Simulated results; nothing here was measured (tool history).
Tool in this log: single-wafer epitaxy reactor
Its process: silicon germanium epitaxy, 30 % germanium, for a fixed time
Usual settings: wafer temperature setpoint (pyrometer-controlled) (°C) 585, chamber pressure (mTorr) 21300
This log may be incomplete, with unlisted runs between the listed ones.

run	hour	wafer temperature setpoint (pyrometer-controlled) (°C)	chamber pressure (mTorr)	wafers since the last listed run	hours since the last pyrometer calibration	hours since the last manometer calibration	hours since the showerhead was replaced	hours since the gauge calibration	read-back reference wafer on the same gauge, thickness_nm	mean film thickness on the monitor wafer (nm)
1	0	585	21300	0	865.7	2040.2	3633.3	105.7	41.429	44.927
2	6.9	597	21300	149	872.6	2047.1	3640.2	112.6	41.428	54.768
3	22.3	597	21300	332	888	2062.5	3655.6	128	41.433	54.906
4	33.9	597	21300	250	899.6	2074.1	3667.2	139.6	41.414	54.922
5	48.9	579	25500	324	914.6	2089.1	3682.2	154.6	41.428	44.836
6	65.8	579	25500	365	931.5	2106	3699.1	171.5	41.423	45.052
7	77.3	579	25500	248	943	2117.5	3710.6	183	41.404	44.954
8	85.5	585	21300	177	951.2	2125.7	3718.8	191.2	41.417	45.195
9	91.8	585	21300	136	957.5	2132	3725.1	197.5	41.441	45.124
10	99.8	585	21300	172	965.5	2140	3733.1	205.5	41.42	45.063
11	111.4	585	21300	250	977.1	2151.6	3744.7	217.1	41.392	45.108
12	155.5	585	21300	952	1021.2	2195.7	3788.8	261.2	41.343	45.063
13	169.2	585	21300	296	1034.9	2209.4	3802.5	274.9	41.409	45.111
# hour 188.4: capacitance manometer re-zeroed and calibrated
# hour 190.7: showerhead replaced
14	191.2	585	18500	254	1056.9	2.8	0.5	296.9	41.381	41.363
15	210.8	585	21300	423	1076.5	22.4	20.1	316.5	41.392	44.861
# hour 213.5: gauge calibrated
16	221.7	585	21300	235	1087.4	33.3	31	8.2	41.407	45.165
17	237.7	585	21300	345	1103.4	49.3	47	24.2	41.4	45.177
18	246.6	576	23500	192	1112.3	58.2	55.9	33.1	41.366	40.789
19	262.8	585	21300	350	1128.5	74.4	72.1	49.3	41.431	45.053
# hour 280.2: pyrometer calibrated
20	280.7	571	24300	213	0.5	92.3	90	67.2	41.441	38.215
21	286.7	585	19900	129	6.5	98.3	96	73.2	41.381	43.393
22	296.7	570	25800	216	16.5	108.3	106	83.2	41.355	38.671
23	313.2	595	22800	356	33	124.8	122.5	99.7	41.403	55.26
24	330.8	585	21300	380	50.6	142.4	140.1	117.3	41.418	45.147
25	344.3	576	25200	291	64.1	155.9	153.6	130.8	41.432	42.513
26	360.2	585	21300	343	80	171.8	169.5	146.7	41.397	45.113
27	366.7	585	23200	140	86.5	178.3	176	153.2	41.358	47.303
28	377.6	585	18000	235	97.4	189.2	186.9	164.1	41.455	40.653
29	389.9	576	25900	265	109.7	201.5	199.2	176.4	41.429	43.1
30	397.3	590	24100	159	117.1	208.9	206.6	183.8	41.378	52.349
31	417.6	599	19500	438	137.4	229.2	226.9	204.1	41.412	53.885
32	431.4	579	26200	298	151.2	243	240.7	217.9	41.431	45.549
33	440.3	585	21300	192	160.1	251.9	249.6	226.8	41.427	45.09
34	451.7	585	19100	246	171.5	263.3	261	238.2	41.39	42.327

Hidden condition of the tool, last listed run before each entry between runs versus first listed run after:
From run 13 to run 14: capacitance manometer re-zeroed and calibrated (hour 188.4); showerhead replaced (hour 190.7)
  both runs share identical hidden conditions
From run 15 to run 16: gauge calibrated (hour 213.5)
  both runs share identical hidden conditions
From run 19 to run 20: pyrometer calibrated (hour 280.2)
  both runs share identical hidden conditions
